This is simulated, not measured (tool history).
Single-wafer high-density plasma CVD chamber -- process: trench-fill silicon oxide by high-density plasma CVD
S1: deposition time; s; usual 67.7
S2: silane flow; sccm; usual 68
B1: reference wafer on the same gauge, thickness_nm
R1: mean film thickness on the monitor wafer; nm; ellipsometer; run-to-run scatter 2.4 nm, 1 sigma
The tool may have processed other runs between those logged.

Run 1, hour 0.0: usual settings; B1 477.713. Result: R1 423.341 nm.
Run 2, hour 92.0: usual settings; B1 477.540. Result: R1 428.208 nm.
Run 3, hour 182.0: usual settings; B1 476.985. Result: R1 426.057 nm.
Run 4, hour 251.0: usual settings but S1 64.1 s; B1 478.208. Result: R1 405.445 nm.
Run 5, hour 344.5: usual settings but S1 77.3 s, S2 75 sccm; B1 478.218. Result: R1 529.825 nm.
Run 6, hour 404.2: usual settings but S1 73.6 s, S2 78 sccm; B1 478.530. Result: R1 526.595 nm.
Run 7, hour 469.2: usual settings but S1 73.6 s, S2 78 sccm; B1 479.240. Result: R1 530.983 nm.
Run 8, hour 548.0: usual settings; B1 480.075. Result: R1 428.200 nm.
Run 9, hour 617.6: usual settings; B1 480.858. Result: R1 423.672 nm.
Run 10, hour 707.2: usual settings; B1 481.271. Result: R1 427.727 nm.
Run 11, hour 801.1: usual settings; B1 481.549. Result: R1 429.316 nm.
Run 12, hour 843.2: usual settings; B1 482.567. Result: R1 426.239 nm.
Run 13, hour 890.2: usual settings but S1 76.0 s; B1 483.204. Result: R1 480.052 nm.
Run 14, hour 977.6: usual settings; B1 482.108. Result: R1 427.497 nm.
Run 15, hour 1021.0: usual settings but S1 80.4 s, S2 60 sccm; B1 482.950. Result: R1 453.201 nm.
Run 16, hour 1126.8: usual settings but S1 60.6 s, S2 79 sccm; B1 484.574. Result: R1 449.812 nm.
Run 17, hour 1388.7: usual settings but S1 72.7 s, S2 80 sccm; B1 487.595. Result: R1 545.767 nm.
Run 18, hour 1472.0: usual settings but S1 79.6 s, S2 60 sccm; B1 488.007. Result: R1 448.003 nm.
At hour 1488.3: gauge calibrated.
Run 19, hour 1539.3: usual settings but S1 72.7 s, S2 56 sccm; B1 477.315. Result: R1 377.921 nm.
Run 20, hour 1604.9: usual settings but S1 60.2 s, S2 63 sccm; B1 476.287. Result: R1 350.246 nm.
Run 21, hour 1685.4: usual settings but S1 76.0 s; B1 478.117. Result: R1 472.051 nm.
Run 22, hour 1758.1: usual settings but S2 80 sccm; B1 477.145. Result: R1 499.479 nm.
At hour 1833.0: silane flow controller replaced.
Run 23, hour 1833.5: usual settings but S1 78.9 s, S2 77 sccm; B1 477.106. Result: R1 556.396 nm.
Run 24, hour 1925.1: usual settings but S1 73.1 s, S2 75 sccm; B1 477.452. Result: R1 499.200 nm.
Run 25, hour 2031.6: usual settings; B1 477.688. Result: R1 419.882 nm.
Run 26, hour 2111.9: usual settings but S1 73.6 s, S2 78 sccm; B1 478.699. Result: R1 535.344 nm.
Run 27, hour 2170.6: usual settings but S1 80.5 s, S2 62 sccm; B1 478.106. Result: R1 460.857 nm.
Run 28, hour 2392.1: usual settings but S1 63.3 s, S2 73 sccm; B1 478.796. Result: R1 425.392 nm.
Run 29, hour 2455.0: usual settings but S1 73.1 s, S2 75 sccm; B1 479.497. Result: R1 508.053 nm.

Consider 3 possible next runs. They are alternatives, not a sequence: every one starts from the tool as it was left by run 29. What does each give?
Run A, hour 2455.4: usual settings; B1 ?. Result: R1 ?.
Run B, hour 2455.4: usual settings but S1 56.0 s, S2 62 sccm; B1 ?. Result: R1 ?.
Run C, hour 2455.4: usual settings but S1 71.8 s; B1 ?. Result: R1 ?.

run       B1       R1
  A  479.228  429.614
  B  479.228  324.012
  C  479.228  455.632
What these runs would have given with no unlogged condition in the tool:
run       R1
  A  427.960
  B  322.764
  C  453.878

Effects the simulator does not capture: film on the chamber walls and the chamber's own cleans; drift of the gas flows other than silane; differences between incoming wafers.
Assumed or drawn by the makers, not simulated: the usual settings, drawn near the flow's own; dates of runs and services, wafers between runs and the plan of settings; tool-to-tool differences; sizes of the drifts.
